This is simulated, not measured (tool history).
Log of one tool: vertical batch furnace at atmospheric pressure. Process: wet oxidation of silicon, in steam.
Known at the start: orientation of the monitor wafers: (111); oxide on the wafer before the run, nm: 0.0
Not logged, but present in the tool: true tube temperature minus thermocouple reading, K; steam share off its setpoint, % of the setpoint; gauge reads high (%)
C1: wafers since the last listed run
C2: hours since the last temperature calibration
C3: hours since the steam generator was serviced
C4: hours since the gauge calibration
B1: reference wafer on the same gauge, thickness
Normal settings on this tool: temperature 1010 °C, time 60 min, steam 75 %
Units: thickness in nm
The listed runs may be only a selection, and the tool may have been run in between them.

{"run": 1, "hour": 0.0, "temperature": 1010, "time": 60, "steam": 73, "C1": 0, "C2": 1669.9, "C3": 1170.5, "C4": 874.5, "B1": 330.51, "thickness": 360.77}
{"run": 2, "hour": 80.2, "temperature": 1010, "time": 50, "steam": 75, "C1": 1164, "C2": 1750.1, "C3": 1250.7, "C4": 954.7, "B1": 330.8, "thickness": 326.58}
{"run": 3, "hour": 171.3, "temperature": 1010, "time": 50, "steam": 75, "C1": 1322, "C2": 1841.2, "C3": 1341.8, "C4": 1045.8, "B1": 331.03, "thickness": 325.84}
{"run": 4, "hour": 224.0, "temperature": 1010, "time": 50, "steam": 75, "C1": 765, "C2": 1893.9, "C3": 1394.5, "C4": 1098.5, "B1": 330.29, "thickness": 326.87}
{"run": 5, "hour": 309.0, "temperature": 1010, "time": 60, "steam": 75, "C1": 1234, "C2": 1978.9, "C3": 1479.5, "C4": 1183.5, "B1": 331.26, "thickness": 367.27}
{"run": 6, "hour": 397.7, "temperature": 1010, "time": 60, "steam": 75, "C1": 1287, "C2": 2067.6, "C3": 1568.2, "C4": 1272.2, "B1": 330.72, "thickness": 366.01}
{"run": 7, "hour": 483.5, "temperature": 1010, "time": 60, "steam": 75, "C1": 1245, "C2": 2153.4, "C3": 1654, "C4": 1358, "B1": 330.9, "thickness": 365.86}
{"run": 8, "hour": 598.4, "temperature": 1010, "time": 82, "steam": 75, "C1": 1668, "C2": 2268.3, "C3": 1768.9, "C4": 1472.9, "B1": 330.34, "thickness": 439.54}
{"run": 9, "hour": 670.2, "temperature": 1010, "time": 82, "steam": 75, "C1": 1042, "C2": 2340.1, "C3": 1840.7, "C4": 1544.7, "B1": 330.98, "thickness": 442.29}
{"run": 10, "hour": 711.9, "temperature": 1010, "time": 82, "steam": 75, "C1": 605, "C2": 2381.8, "C3": 1882.4, "C4": 1586.4, "B1": 330.63, "thickness": 441.56}
{"run": 11, "hour": 751.8, "temperature": 1026, "time": 60, "steam": 75, "C1": 579, "C2": 2421.7, "C3": 1922.3, "C4": 1626.3, "B1": 331.17, "thickness": 395.33}
{"run": 12, "hour": 827.0, "temperature": 1026, "time": 60, "steam": 75, "C1": 1091, "C2": 2496.9, "C3": 1997.5, "C4": 1701.5, "B1": 331.18, "thickness": 395.97}
{"hour": 866.1, "done": "gauge calibrated"}
{"run": 13, "hour": 926.5, "temperature": 1010, "time": 60, "steam": 75, "C1": 1444, "C2": 2596.4, "C3": 2097, "C4": 60.4, "B1": 331.63, "thickness": 365.74}
{"run": 14, "hour": 996.7, "temperature": 1010, "time": 60, "steam": 75, "C1": 1019, "C2": 2666.6, "C3": 2167.2, "C4": 130.6, "B1": 330.98, "thickness": 366.82}
{"run": 15, "hour": 1066.4, "temperature": 1010, "time": 60, "steam": 75, "C1": 1012, "C2": 2736.3, "C3": 2236.9, "C4": 200.3, "B1": 331.15, "thickness": 362.69}
{"run": 16, "hour": 1110.1, "temperature": 1010, "time": 60, "steam": 75, "C1": 634, "C2": 2780, "C3": 2280.6, "C4": 244, "B1": 331.05, "thickness": 367.47}
{"run": 17, "hour": 1192.7, "temperature": 1010, "time": 60, "steam": 75, "C1": 1199, "C2": 2862.6, "C3": 2363.2, "C4": 326.6, "B1": 330.96, "thickness": 365.32}
{"run": 18, "hour": 1261.6, "temperature": 1010, "time": 60, "steam": 75, "C1": 1000, "C2": 2931.5, "C3": 2432.1, "C4": 395.5, "B1": 330.97, "thickness": 363.36}
{"run": 19, "hour": 1326.6, "temperature": 997, "time": 60, "steam": 86, "C1": 943, "C2": 2996.5, "C3": 2497.1, "C4": 460.5, "B1": 330.99, "thickness": 367.34}
{"run": 20, "hour": 1387.9, "temperature": 1010, "time": 60, "steam": 75, "C1": 890, "C2": 3057.8, "C3": 2558.4, "C4": 521.8, "B1": 331.3, "thickness": 364.48}
{"run": 21, "hour": 1432.2, "temperature": 1033, "time": 38.5, "steam": 75, "C1": 643, "C2": 3102.1, "C3": 2602.7, "C4": 566.1, "B1": 331.19, "thickness": 316.66}
{"run": 22, "hour": 1483.2, "temperature": 986, "time": 43.5, "steam": 71, "C1": 740, "C2": 3153.1, "C3": 2653.7, "C4": 617.1, "B1": 331.84, "thickness": 246.69}
{"run": 23, "hour": 1547.2, "temperature": 1031, "time": 84.5, "steam": 82, "C1": 929, "C2": 3217.1, "C3": 2717.7, "C4": 681.1, "B1": 330.47, "thickness": 521.7}

What does the tool deliver on the next run?
{"run": 24, "hour": 1649.3, "temperature": 1010, "time": 60, "steam": 69, "C1": 1482, "C2": 3319.2, "C3": 2819.8, "C4": 783.2, "B1": "?", "thickness": "?"}

For run 24 the tool returned B1 331.15, thickness 346.86 nm.
With the hidden condition absent and the run-to-run variation left alone, this run would have shown thickness 350.9 nm.

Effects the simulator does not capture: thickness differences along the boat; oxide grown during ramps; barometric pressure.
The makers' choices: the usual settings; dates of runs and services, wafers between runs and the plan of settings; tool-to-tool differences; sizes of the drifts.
